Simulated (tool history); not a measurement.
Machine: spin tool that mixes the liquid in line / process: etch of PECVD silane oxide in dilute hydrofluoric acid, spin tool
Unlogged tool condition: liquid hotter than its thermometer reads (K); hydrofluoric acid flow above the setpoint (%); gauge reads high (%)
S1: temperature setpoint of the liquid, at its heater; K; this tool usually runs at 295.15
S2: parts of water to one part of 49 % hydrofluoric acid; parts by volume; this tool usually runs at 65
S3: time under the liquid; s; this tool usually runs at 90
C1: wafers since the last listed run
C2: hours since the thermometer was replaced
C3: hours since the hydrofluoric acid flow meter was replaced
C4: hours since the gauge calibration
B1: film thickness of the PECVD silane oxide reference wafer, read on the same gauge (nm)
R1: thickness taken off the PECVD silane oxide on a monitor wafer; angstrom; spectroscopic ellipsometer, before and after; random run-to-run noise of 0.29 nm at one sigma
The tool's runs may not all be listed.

run	hour	S1	S2	S3	C1	C2	C3	C4	B1	R1
1	0.0	295.15	85	90	0	1244.8	932.5	267.5	79.97	318.2
2	23.1	295.15	85	90	318	1267.9	955.6	290.6	79.97	317.3
3	40.1	295.15	85	90	234	1284.9	972.6	307.6	80.01	318.0
4	73.2	295.15	65	90	456	1318.0	1005.7	340.7	80.00	424.0
5	85.9	295.15	65	90	175	1330.7	1018.4	353.4	79.96	422.8
6	104.5	295.15	65	90	256	1349.3	1037.0	372.0	79.95	425.1
7	139.1	297.15	65	90	477	1383.9	1071.6	406.6	79.98	465.2
8	151.4	297.15	65	90	169	1396.2	1083.9	418.9	80.05	463.7
9	181.6	295.15	65	90	416	1426.4	1114.1	449.1	79.98	425.1
10	205.7	295.15	45	90	332	1450.5	1138.2	473.2	79.98	643.6
11	220.1	295.15	45	90	198	1464.9	1152.6	487.6	80.00	627.3
12	233.4	295.15	45	90	183	1478.2	1165.9	500.9	79.98	642.1
# hour 246.8: hydrofluoric acid flow meter replaced
13	251.9	295.15	65	90	241	1496.7	5.1	519.4	80.01	450.7
# hour 256.5: thermometer replaced
14	282.8	295.15	65	90	412	26.3	36.0	550.3	80.03	449.0
15	313.6	295.15	65	90	424	57.1	66.8	581.1	79.97	452.1
16	337.6	295.15	65	90	330	81.1	90.8	605.1	80.04	455.2
17	356.5	292.65	65	90	260	100.0	109.7	624.0	80.00	406.4
18	381.5	297.15	65	90	344	125.0	134.7	649.0	79.99	493.0
# hour 389.4: gauge calibrated
# hour 394.9: hydrofluoric acid flow meter replaced, repeated, since the last time left the tool worse
19	399.4	295.15	65	90	233	142.9	4.5	10.0	79.99	396.9
20	428.0	295.15	65	90	394	171.5	33.1	38.6	80.03	396.6
21	443.4	298.65	80	90	212	186.9	48.5	54.0	80.01	365.5
22	469.7	295.15	65	55	362	213.2	74.8	80.3	80.00	246.0
23	498.8	292.65	65	90	401	242.3	103.9	109.4	80.02	363.6
24	530.7	295.15	65	90	439	274.2	135.8	141.3	80.01	404.5
25	565.5	292.65	55	135	479	309.0	170.6	176.1	79.98	649.0
26	587.6	299.15	90	90	304	331.1	192.7	198.2	80.00	332.5
27	607.3	290.65	75	40	271	350.8	212.4	217.9	79.98	127.2
28	641.3	295.15	65	90	468	384.8	246.4	251.9	80.02	399.9
29	675.1	298.15	65	145	466	418.6	280.2	285.7	80.02	731.3
30	707.6	297.15	75	105	448	451.1	312.7	318.2	80.01	433.7
31	736.1	293.65	65	125	392	479.6	341.2	346.7	80.04	536.7
32	757.3	295.15	65	90	292	500.8	362.4	367.9	80.02	406.0

Consider 3 possible next runs. They are alternatives, not a sequence: every one starts from the tool as it was left by run 32. What does each give?
A	757.7	295.15	65	110	5	501.2	362.8	368.3	?	?
B	757.7	299.15	40	90	5	501.2	362.8	368.3	?	?
C	757.7	296.65	55	90	5	501.2	362.8	368.3	?	?

run	B1	R1
A	80.00	499.3
B	80.00	808.2
C	80.00	520.1
Without the tool's unlogged condition, the same runs would have read:
run	R1
A	486.2
B	787.5
C	506.6

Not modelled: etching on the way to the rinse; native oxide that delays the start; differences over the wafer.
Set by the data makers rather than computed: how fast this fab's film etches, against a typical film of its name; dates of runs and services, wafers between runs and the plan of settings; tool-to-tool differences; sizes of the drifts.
